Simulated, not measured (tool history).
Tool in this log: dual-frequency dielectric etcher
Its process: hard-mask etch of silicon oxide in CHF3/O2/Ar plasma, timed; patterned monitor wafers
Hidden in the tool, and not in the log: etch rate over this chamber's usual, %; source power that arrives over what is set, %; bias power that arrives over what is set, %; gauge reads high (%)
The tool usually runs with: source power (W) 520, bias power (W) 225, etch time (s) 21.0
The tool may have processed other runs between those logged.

run,day,source power (W),bias power (W),etch time (s),wafers since the last listed run,hours since the last wet clean,hours since the last source power generator calibration,hours since the last bias power generator calibration,hours since the last upper electrode change,hours since the gauge calibration,"read-back reference wafer on the same gauge, depth_nm",mean etch depth across the wafer (angstrom)
1,0.000,470,225,21.0,0,234.1,1826.0,2943.4,4221.3,882.5,37.50,392.0
2,1.058,470,225,21.0,439,259.5,1851.4,2968.8,4246.7,907.9,37.50,391.8
3,2.712,470,225,21.0,687,299.2,1891.1,3008.5,4286.4,947.6,37.48,391.9
4,5.633,520,225,19.0,1213,369.3,1961.2,3078.6,4356.5,1017.7,37.53,379.1
5,8.717,520,225,19.0,1280,443.3,2035.2,3152.6,4430.5,1091.7,37.50,378.5
6,10.242,450,225,21.0,633,479.9,2071.8,3189.2,4467.1,1128.3,37.47,381.1
# day 11.871: wet clean of the chamber
7,11.892,450,225,21.0,269,0.5,2111.4,3228.8,4506.7,1167.9,37.50,382.5
8,14.242,450,225,21.0,976,56.9,2167.8,3285.2,4563.1,1224.3,37.49,381.9
9,16.171,520,258,21.0,801,103.2,2214.1,3331.5,4609.4,1270.6,37.49,449.9
# day 17.312: source power generator calibrated
# day 17.650: gauge calibrated
10,18.533,420,225,21.0,912,159.9,29.3,3388.2,4666.1,21.2,37.49,355.1
11,19.979,420,225,21.0,600,194.6,64.0,3422.9,4700.8,55.9,37.49,354.9
12,21.512,420,225,21.0,636,231.4,100.8,3459.7,4737.6,92.7,37.47,355.0
# day 22.454: bias power generator calibrated
13,22.717,520,225,21.0,430,260.3,129.7,6.3,4766.5,121.6,37.51,407.4
# day 23.733: upper electrode replaced, of another model than before
14,25.421,520,225,19.5,707,325.2,194.6,71.2,40.5,186.5,37.52,379.0
15,27.575,520,268,21.0,894,376.9,246.3,122.9,92.2,238.2,37.51,459.1
16,29.483,590,193,27.0,792,422.7,292.1,168.7,138.0,284.0,37.51,513.8
17,31.083,580,280,17.0,664,461.1,330.5,207.1,176.4,322.4,37.51,412.3
18,33.779,420,263,19.0,1119,525.8,395.2,271.8,241.1,387.1,37.48,343.1
19,35.654,610,268,21.0,778,570.8,440.2,316.8,286.1,432.1,37.50,514.0
# day 36.700: wet clean of the chamber
20,37.250,520,225,21.0,247,13.2,478.5,355.1,324.4,470.4,37.50,409.4
21,38.517,520,225,21.0,526,43.6,508.9,385.5,354.8,500.8,37.50,409.5
22,41.288,520,225,27.0,1150,110.1,575.4,452.0,421.3,567.3,37.50,529.1
23,42.529,520,225,21.0,515,139.9,605.2,481.8,451.1,597.1,37.52,410.1
24,44.442,470,242,14.5,794,185.8,651.1,527.7,497.0,643.0,37.52,275.1
25,47.188,390,207,21.0,1140,251.7,717.0,593.6,562.9,708.9,37.50,295.8
26,48.650,520,225,24.5,607,286.8,752.1,628.7,598.0,744.0,37.52,480.7
27,51.254,520,225,21.0,1081,349.3,814.6,691.2,660.5,806.5,37.52,411.6
28,52.479,590,205,16.0,508,378.7,844.0,720.6,689.9,835.9,37.49,321.7

Predict each of these 4 candidate next runs independently; none follows another, all start after run 28:
A,52.496,520,225,21.0,6,379.1,844.4,721.0,690.3,836.3,?,?
B,52.496,580,175,15.5,6,379.1,844.4,721.0,690.3,836.3,?,?
C,52.496,520,256,26.0,6,379.1,844.4,721.0,690.3,836.3,?,?
D,52.496,520,206,21.0,6,379.1,844.4,721.0,690.3,836.3,?,?

run,"read-back reference wafer on the same gauge, depth_nm",mean etch depth across the wafer (angstrom)
A,37.47,414.1
B,37.47,272.8
C,37.47,559.6
D,37.47,388.4
With the hidden condition removed and each run's random variation left untouched, the same runs would have given:
run,mean etch depth across the wafer (angstrom)
A,409.1
B,269.3
C,553.0
D,383.6

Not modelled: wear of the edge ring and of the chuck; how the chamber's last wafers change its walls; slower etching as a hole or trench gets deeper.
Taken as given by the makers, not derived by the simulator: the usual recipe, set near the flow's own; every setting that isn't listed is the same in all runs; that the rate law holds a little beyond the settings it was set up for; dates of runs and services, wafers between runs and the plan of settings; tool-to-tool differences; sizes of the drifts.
